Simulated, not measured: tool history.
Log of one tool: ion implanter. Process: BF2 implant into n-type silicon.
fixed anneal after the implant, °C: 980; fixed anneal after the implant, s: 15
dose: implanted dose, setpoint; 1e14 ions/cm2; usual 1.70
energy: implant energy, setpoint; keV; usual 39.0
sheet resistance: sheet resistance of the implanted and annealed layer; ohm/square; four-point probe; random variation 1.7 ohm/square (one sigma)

run,hour,dose,energy,wafers since the last listed run,hours since the last dose calibration,hours since the extraction supply was calibrated,hours since the gauge calibration,"read-back reference wafer on the same gauge, sheet resistance",sheet resistance
1,0.0,1.70,39.0,0,1836.7,4537.1,1419.5,526.73,536.46
2,53.4,1.70,39.0,1614,1890.1,4590.5,1472.9,527.09,539.29
3,112.1,2.03,39.0,1774,1948.8,4649.2,1531.6,526.45,472.49
4,218.3,1.44,39.0,3210,2055.0,4755.4,1637.8,526.99,610.02
5,291.5,1.70,34.0,2212,2128.2,4828.6,1711.0,526.90,545.61
6,369.9,1.70,34.0,2370,2206.6,4907.0,1789.4,526.82,549.19
# hour 393.4: Faraday cup replaced and dose calibrated
7,411.9,1.70,39.0,1027,18.5,4949.0,1831.4,526.74,526.59
8,496.0,1.70,39.0,2542,102.6,5033.1,1915.5,527.23,528.82
9,597.2,1.70,39.0,3059,203.8,5134.3,2016.7,527.01,532.05
10,659.7,1.70,39.0,1889,266.3,5196.8,2079.2,527.28,530.84
11,707.7,1.53,30.0,1451,314.3,5244.8,2127.2,526.78,588.15
12,767.6,1.53,30.0,1810,374.2,5304.7,2187.1,527.00,594.10
13,812.7,1.97,49.0,1363,419.3,5349.8,2232.2,526.84,464.34
# hour 832.7: extraction supply calibrated
14,864.2,1.52,49.5,1315,470.8,31.5,2283.7,526.88,560.66
15,946.3,1.29,25.5,2481,552.9,113.6,2365.8,527.34,695.40
16,1026.8,1.70,39.0,2433,633.4,194.1,2446.3,527.14,531.98
17,1103.0,1.70,35.5,2303,709.6,270.3,2522.5,526.92,535.03
18,1228.9,1.24,31.5,3805,835.5,396.2,2648.4,526.84,693.28
19,1273.2,1.70,39.0,1339,879.8,440.5,2692.7,527.17,532.13
20,1312.3,1.34,50.0,1181,918.9,479.6,2731.8,527.04,615.15
21,1358.8,1.92,33.0,1405,965.4,526.1,2778.3,526.56,491.57
22,1445.4,2.03,48.0,2617,1052.0,612.7,2864.9,527.38,458.02
# hour 1477.9: gauge calibrated
23,1536.7,1.70,39.0,2759,1143.3,704.0,58.8,526.69,533.58
24,1623.1,2.13,39.0,2611,1229.7,790.4,145.2,526.89,450.29
25,1708.3,1.70,39.0,2575,1314.9,875.6,230.4,527.13,533.69
26,1815.1,1.70,39.0,3228,1421.7,982.4,337.2,527.31,533.61
27,1915.0,1.96,52.0,3019,1521.6,1082.3,437.1,526.70,468.86
28,1995.6,1.48,44.0,2436,1602.2,1162.9,517.7,526.96,585.12
29,2094.3,1.30,39.0,2983,1700.9,1261.6,616.4,527.17,654.76
30,2137.2,1.70,39.0,1296,1743.8,1304.5,659.3,527.17,541.10
31,2209.5,1.92,32.5,2185,1816.1,1376.8,731.6,526.87,497.12
32,2313.9,2.09,29.5,3156,1920.5,1481.2,836.0,527.11,472.90
33,2383.7,1.70,39.0,2110,1990.3,1551.0,905.8,527.53,542.59
34,2465.0,1.70,39.0,2457,2071.6,1632.3,987.1,526.60,541.21

Run 35 comes next. What will it give?
35,2534.4,1.23,31.0,2097,2141.0,1701.7,1056.5,?,?

read-back reference wafer on the same gauge, sheet resistance: 527.08
sheet resistance: 716.08 ohm/square
Without the tool's hidden state the same run would have given sheet resistance 695.37 ohm/square.
